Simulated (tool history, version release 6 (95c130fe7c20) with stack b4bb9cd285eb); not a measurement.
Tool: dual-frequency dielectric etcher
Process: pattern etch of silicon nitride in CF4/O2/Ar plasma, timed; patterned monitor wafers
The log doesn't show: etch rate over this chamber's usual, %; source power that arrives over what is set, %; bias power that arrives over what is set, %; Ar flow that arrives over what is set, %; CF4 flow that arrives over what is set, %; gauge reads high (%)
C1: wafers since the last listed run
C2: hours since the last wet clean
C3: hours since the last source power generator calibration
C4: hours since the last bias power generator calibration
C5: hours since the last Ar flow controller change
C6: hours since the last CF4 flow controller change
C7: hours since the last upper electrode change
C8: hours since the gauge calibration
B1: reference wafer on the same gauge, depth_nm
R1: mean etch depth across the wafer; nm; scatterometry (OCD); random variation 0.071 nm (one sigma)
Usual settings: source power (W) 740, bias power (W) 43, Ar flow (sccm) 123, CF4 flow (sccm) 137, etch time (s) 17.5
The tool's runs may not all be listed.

{"run": 1, "hour": 0.0, "source power (W)": 790, "bias power (W)": 43, "Ar flow (sccm)": 110, "CF4 flow (sccm)": 137, "etch time (s)": 17.5, "C1": 0, "C2": 160.7, "C3": 4015.7, "C4": 2410.1, "C5": 4908.6, "C6": 4553.8, "C7": 5843.2, "C8": 170.8, "B1": 49.6, "R1": 50.28}
{"run": 2, "hour": 33.1, "source power (W)": 790, "bias power (W)": 43, "Ar flow (sccm)": 110, "CF4 flow (sccm)": 137, "etch time (s)": 17.5, "C1": 406, "C2": 193.8, "C3": 4048.8, "C4": 2443.2, "C5": 4941.7, "C6": 4586.9, "C7": 5876.3, "C8": 203.9, "B1": 49.62, "R1": 50.22}
{"run": 3, "hour": 51.8, "source power (W)": 790, "bias power (W)": 43, "Ar flow (sccm)": 110, "CF4 flow (sccm)": 137, "etch time (s)": 17.5, "C1": 229, "C2": 212.5, "C3": 4067.5, "C4": 2461.9, "C5": 4960.4, "C6": 4605.6, "C7": 5895.0, "C8": 222.6, "B1": 49.59, "R1": 50.24}
{"run": 4, "hour": 84.5, "source power (W)": 740, "bias power (W)": 43, "Ar flow (sccm)": 123, "CF4 flow (sccm)": 137, "etch time (s)": 17.5, "C1": 402, "C2": 245.2, "C3": 4100.2, "C4": 2494.6, "C5": 4993.1, "C6": 4638.3, "C7": 5927.7, "C8": 255.3, "B1": 49.59, "R1": 47.23}
{"run": 5, "hour": 111.2, "source power (W)": 740, "bias power (W)": 43, "Ar flow (sccm)": 123, "CF4 flow (sccm)": 137, "etch time (s)": 17.5, "C1": 328, "C2": 271.9, "C3": 4126.9, "C4": 2521.3, "C5": 5019.8, "C6": 4665.0, "C7": 5954.4, "C8": 282.0, "B1": 49.62, "R1": 47.16}
{"hour": 137.5, "done": "source power generator calibrated"}
{"hour": 139.1, "done": "bias power generator calibrated"}
{"run": 6, "hour": 139.6, "source power (W)": 740, "bias power (W)": 43, "Ar flow (sccm)": 123, "CF4 flow (sccm)": 162, "etch time (s)": 17.5, "C1": 280, "C2": 300.3, "C3": 2.1, "C4": 0.5, "C5": 5048.2, "C6": 4693.4, "C7": 5982.8, "C8": 310.4, "B1": 49.6, "R1": 48.33}
{"hour": 180.2, "done": "upper electrode replaced"}
{"run": 7, "hour": 180.7, "source power (W)": 740, "bias power (W)": 43, "Ar flow (sccm)": 123, "CF4 flow (sccm)": 137, "etch time (s)": 17.5, "C1": 210, "C2": 341.4, "C3": 43.2, "C4": 41.6, "C5": 5089.3, "C6": 4734.5, "C7": 0.5, "C8": 351.5, "B1": 49.59, "R1": 47.01}
{"run": 8, "hour": 181.0, "source power (W)": 740, "bias power (W)": 43, "Ar flow (sccm)": 135, "CF4 flow (sccm)": 137, "etch time (s)": 20.5, "C1": 3, "C2": 341.7, "C3": 43.5, "C4": 41.9, "C5": 5089.6, "C6": 4734.8, "C7": 0.8, "C8": 351.8, "B1": 49.59, "R1": 54.69}
{"hour": 199.1, "done": "CF4 flow controller replaced"}
{"hour": 202.6, "done": "Ar flow controller replaced"}
{"run": 9, "hour": 203.1, "source power (W)": 890, "bias power (W)": 43, "Ar flow (sccm)": 100, "CF4 flow (sccm)": 120, "etch time (s)": 17.5, "C1": 154, "C2": 363.8, "C3": 65.6, "C4": 64.0, "C5": 0.5, "C6": 4.0, "C7": 22.9, "C8": 373.9, "B1": 49.61, "R1": 54.41}
{"run": 10, "hour": 219.1, "source power (W)": 740, "bias power (W)": 43, "Ar flow (sccm)": 123, "CF4 flow (sccm)": 127, "etch time (s)": 17.5, "C1": 196, "C2": 379.8, "C3": 81.6, "C4": 80.0, "C5": 16.5, "C6": 20.0, "C7": 38.9, "C8": 389.9, "B1": 49.6, "R1": 46.51}
{"hour": 242.2, "done": "gauge calibrated"}
{"run": 11, "hour": 252.6, "source power (W)": 740, "bias power (W)": 43, "Ar flow (sccm)": 123, "CF4 flow (sccm)": 137, "etch time (s)": 17.5, "C1": 411, "C2": 413.3, "C3": 115.1, "C4": 113.5, "C5": 50.0, "C6": 53.5, "C7": 72.4, "C8": 10.4, "B1": 49.59, "R1": 47.13}
{"hour": 289.4, "done": "wet clean of the chamber"}
{"run": 12, "hour": 289.9, "source power (W)": 740, "bias power (W)": 43, "Ar flow (sccm)": 123, "CF4 flow (sccm)": 137, "etch time (s)": 17.5, "C1": 163, "C2": 0.5, "C3": 152.4, "C4": 150.8, "C5": 87.3, "C6": 90.8, "C7": 109.7, "C8": 47.7, "B1": 49.6, "R1": 47.38}
{"run": 13, "hour": 290.2, "source power (W)": 740, "bias power (W)": 33, "Ar flow (sccm)": 123, "CF4 flow (sccm)": 155, "etch time (s)": 21.0, "C1": 3, "C2": 0.8, "C3": 152.7, "C4": 151.1, "C5": 87.6, "C6": 91.1, "C7": 110.0, "C8": 48.0, "B1": 49.6, "R1": 54.66}
{"run": 14, "hour": 300.4, "source power (W)": 740, "bias power (W)": 50, "Ar flow (sccm)": 139, "CF4 flow (sccm)": 124, "etch time (s)": 15.5, "C1": 125, "C2": 11.0, "C3": 162.9, "C4": 161.3, "C5": 97.8, "C6": 101.3, "C7": 120.2, "C8": 58.2, "B1": 49.6, "R1": 42.12}
{"run": 15, "hour": 403.8, "source power (W)": 740, "bias power (W)": 43, "Ar flow (sccm)": 95, "CF4 flow (sccm)": 137, "etch time (s)": 16.0, "C1": 1271, "C2": 114.4, "C3": 266.3, "C4": 264.7, "C5": 201.2, "C6": 204.7, "C7": 223.6, "C8": 161.6, "B1": 49.6, "R1": 44.27}

The tool's hidden state at each run:
source power that arrives over what is set, %: 0 in every run
bias power that arrives over what is set, %: 0 in every run
Ar flow that arrives over what is set, %: 0 in every run
CF4 flow that arrives over what is set, %: 0 in every run
gauge reads high (%): 0 in every run
H1: etch rate over this chamber's usual, %
run=1 H1=-0.288
run=2 H1=-0.35
run=3 H1=-0.386
run=4 H1=-0.447
run=5 H1=-0.498
run=6 H1=-0.551
run=7 H1=-0.628
run=8 H1=-0.629
run=9 H1=-0.671
run=10 H1=-0.701
run=11 H1=-0.764
run=12 H1=-0.214
run=13 H1=-0.214
run=14 H1=-0.233
run=15 H1=-0.428

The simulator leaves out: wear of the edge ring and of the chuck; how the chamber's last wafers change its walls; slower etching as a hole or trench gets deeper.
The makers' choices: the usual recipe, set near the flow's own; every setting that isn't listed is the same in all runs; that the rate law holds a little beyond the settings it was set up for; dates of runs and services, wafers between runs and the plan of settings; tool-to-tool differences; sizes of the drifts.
